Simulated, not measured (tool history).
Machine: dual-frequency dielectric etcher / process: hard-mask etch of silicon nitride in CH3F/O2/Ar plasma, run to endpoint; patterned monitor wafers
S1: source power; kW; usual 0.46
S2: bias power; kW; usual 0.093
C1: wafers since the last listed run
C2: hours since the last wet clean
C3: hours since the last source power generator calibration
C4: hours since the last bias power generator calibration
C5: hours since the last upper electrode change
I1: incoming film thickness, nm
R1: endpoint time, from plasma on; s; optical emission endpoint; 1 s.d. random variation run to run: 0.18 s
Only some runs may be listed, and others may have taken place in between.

Run 1, hour 0: usual settings; C1 0; C2 191.5; C3 1755.4; C4 2873.6; C5 3909.2; I1 50.4. Result: R1 61.1 s.
Run 2, hour 31.5: usual settings; C1 535; C2 223; C3 1786.9; C4 2905.1; C5 3940.7; I1 50.3. Result: R1 60.6 s.
Run 3, hour 52.1: usual settings; C1 349; C2 243.6; C3 1807.5; C4 2925.7; C5 3961.3; I1 50.7. Result: R1 61.3 s.
Run 4, hour 75.6: usual settings; C1 399; C2 267.1; C3 1831; C4 2949.2; C5 3984.8; I1 50.1. Result: R1 60.4 s.
Run 5, hour 100.5: usual settings but S2 0.083 kW; C1 423; C2 292; C3 1855.9; C4 2974.1; C5 4009.7; I1 50.4. Result: R1 62.4 s.
Run 6, hour 120.6: usual settings but S2 0.083 kW; C1 341; C2 312.1; C3 1876; C4 2994.2; C5 4029.8; I1 50.7. Result: R1 62.2 s.
Run 7, hour 148.2: usual settings; C1 468; C2 339.7; C3 1903.6; C4 3021.8; C5 4057.4; I1 50.8. Result: R1 61.5 s.
Run 8, hour 180.8: usual settings; C1 553; C2 372.3; C3 1936.2; C4 3054.4; C5 4090; I1 50. Result: R1 60 s.
At hour 211.4: wet clean of the chamber.
Run 9, hour 211.9: usual settings but S2 0.103 kW; C1 120; C2 0.5; C3 1967.3; C4 3085.5; C5 4121.1; I1 50.6. Result: R1 60.5 s.
Run 10, hour 219.1: usual settings but S2 0.103 kW; C1 122; C2 7.7; C3 1974.5; C4 3092.7; C5 4128.3; I1 50.8. Result: R1 60.8 s.
Run 11, hour 247.7: usual settings but S2 0.08 kW; C1 485; C2 36.3; C3 2003.1; C4 3121.3; C5 4156.9; I1 50.6. Result: R1 63.4 s.
Run 12, hour 268.1: usual settings but S2 0.08 kW; C1 346; C2 56.7; C3 2023.5; C4 3141.7; C5 4177.3; I1 50.7. Result: R1 63.6 s.
At hour 280.4: source power generator calibrated.
Run 13, hour 300.2: usual settings; C1 477; C2 88.8; C3 19.8; C4 3173.8; C5 4209.4; I1 50.4. Result: R1 61.6 s.
Run 14, hour 328.3: usual settings; C1 477; C2 116.9; C3 47.9; C4 3201.9; C5 4237.5; I1 50.1. Result: R1 60.9 s.
Run 15, hour 357.2: usual settings; C1 490; C2 145.8; C3 76.8; C4 3230.8; C5 4266.4; I1 50.4. Result: R1 61.3 s.
Run 16, hour 379.5: usual settings but S1 0.54 kW, S2 0.105 kW; C1 378; C2 168.1; C3 99.1; C4 3253.1; C5 4288.7; I1 50.5. Result: R1 56.2 s.
Run 17, hour 414.1: usual settings but S1 0.49 kW, S2 0.08 kW; C1 587; C2 202.7; C3 133.7; C4 3287.7; C5 4323.3; I1 50.4. Result: R1 60.8 s.
Run 18, hour 432.7: usual settings; C1 315; C2 221.3; C3 152.3; C4 3306.3; C5 4341.9; I1 50.5. Result: R1 60.8 s.
Run 19, hour 455.6: usual settings but S1 0.41 kW, S2 0.101 kW; C1 389; C2 244.2; C3 175.2; C4 3329.2; C5 4364.8; I1 50. Result: R1 61.9 s.
Run 20, hour 478.2: usual settings but S1 0.4 kW, S2 0.101 kW; C1 383; C2 266.8; C3 197.8; C4 3351.8; C5 4387.4; I1 50.8. Result: R1 63.5 s.
Run 21, hour 512.4: usual settings; C1 581; C2 301; C3 232; C4 3386; C5 4421.6; I1 50.6. Result: R1 60.5 s.
At hour 536.4: bias power generator calibrated.
Run 22, hour 541.6: usual settings; C1 428; C2 330.2; C3 261.2; C4 5.2; C5 4450.8; I1 50.1. Result: R1 60.2 s.
Run 23, hour 564.3: usual settings but S1 0.42 kW; C1 385; C2 352.9; C3 283.9; C4 27.9; C5 4473.5; I1 50.5. Result: R1 63.3 s.
At hour 602.1: wet clean of the chamber.
Run 24, hour 665.5: usual settings but S1 0.53 kW, S2 0.085 kW; C1 1311; C2 63.4; C3 385.1; C4 129.1; C5 4574.7; I1 50.3. Result: R1 59 s.
Run 25, hour 697: usual settings but S1 0.42 kW, S2 0.073 kW; C1 535; C2 94.9; C3 416.6; C4 160.6; C5 4606.2; I1 50.5. Result: R1 66.4 s.
At hour 722.2: upper electrode replaced.
Run 26, hour 729.2: usual settings but S1 0.37 kW, S2 0.079 kW; C1 139; C2 127.1; C3 448.8; C4 192.8; C5 7; I1 50.2. Result: R1 68.5 s.
Run 27, hour 747.4: usual settings but S1 0.58 kW, S2 0.075 kW; C1 309; C2 145.3; C3 467; C4 211; C5 25.2; I1 49.7. Result: R1 57.1 s.
Run 28, hour 776.4: usual settings but S1 0.56 kW, S2 0.084 kW; C1 492; C2 174.3; C3 496; C4 240; C5 54.2; I1 50.8. Result: R1 57.9 s.
Run 29, hour 791.9: usual settings but S2 0.075 kW; C1 263; C2 189.8; C3 511.5; C4 255.5; C5 69.7; I1 50.9. Result: R1 64.5 s.
Run 30, hour 826.3: usual settings but S1 0.41 kW; C1 584; C2 224.2; C3 545.9; C4 289.9; C5 104.1; I1 50.2. Result: R1 63.9 s.
Run 31, hour 854.3: usual settings; C1 475; C2 252.2; C3 573.9; C4 317.9; C5 132.1; I1 50.5. Result: R1 61 s.
Run 32, hour 872.5: usual settings; C1 309; C2 270.4; C3 592.1; C4 336.1; C5 150.3; I1 50.1. Result: R1 60.8 s.
Run 33, hour 891.5: usual settings but S1 0.43 kW; C1 322; C2 289.4; C3 611.1; C4 355.1; C5 169.3; I1 50.5. Result: R1 62.3 s.
Run 34, hour 905.1: usual settings but S1 0.55 kW, S2 0.077 kW; C1 231; C2 303; C3 624.7; C4 368.7; C5 182.9; I1 50.6. Result: R1 58.8 s.
Run 35, hour 929.7: usual settings but S2 0.114 kW; C1 417; C2 327.6; C3 649.3; C4 393.3; C5 207.5; I1 50.4. Result: R1 58.4 s.
Run 36, hour 958.4: usual settings but S1 0.35 kW, S2 0.107 kW; C1 487; C2 356.3; C3 678; C4 422; C5 236.2; I1 50.9. Result: R1 66 s.

Subtracting, for every run, the result it would have given without the tool's unlogged condition from the measured result gives the following. The same run-to-run variation enters both numbers; the gauge's scatter may not:
What the log doesn't record here: etch rate over this chamber's usual, %; source power that arrives over what is set, %; bias power that arrives over what is set, %.
run    R1
  1  -0.6
  2  -0.6
  3  -0.7
  4  -0.8
  5  -0.8
  6  -0.9
  7  -0.9
  8  -1.1
  9  -0.1
 10    +0
 11  -0.2
 12  -0.2
 13  -0.3
 14  -0.4
 15  -0.5
 16  -0.5
 17  -0.7
 18  -0.6
 19  -0.8
 20  -0.8
 21  -0.9
 22    -1
 23  -1.1
 24  -0.1
 25  -0.2
 26  -0.3
 27  -0.4
 28  -0.4
 29  -0.5
 30  -0.6
 31  -0.6
 32  -0.8
 33  -0.8
 34  -0.8
 35  -0.9
 36  -1.1
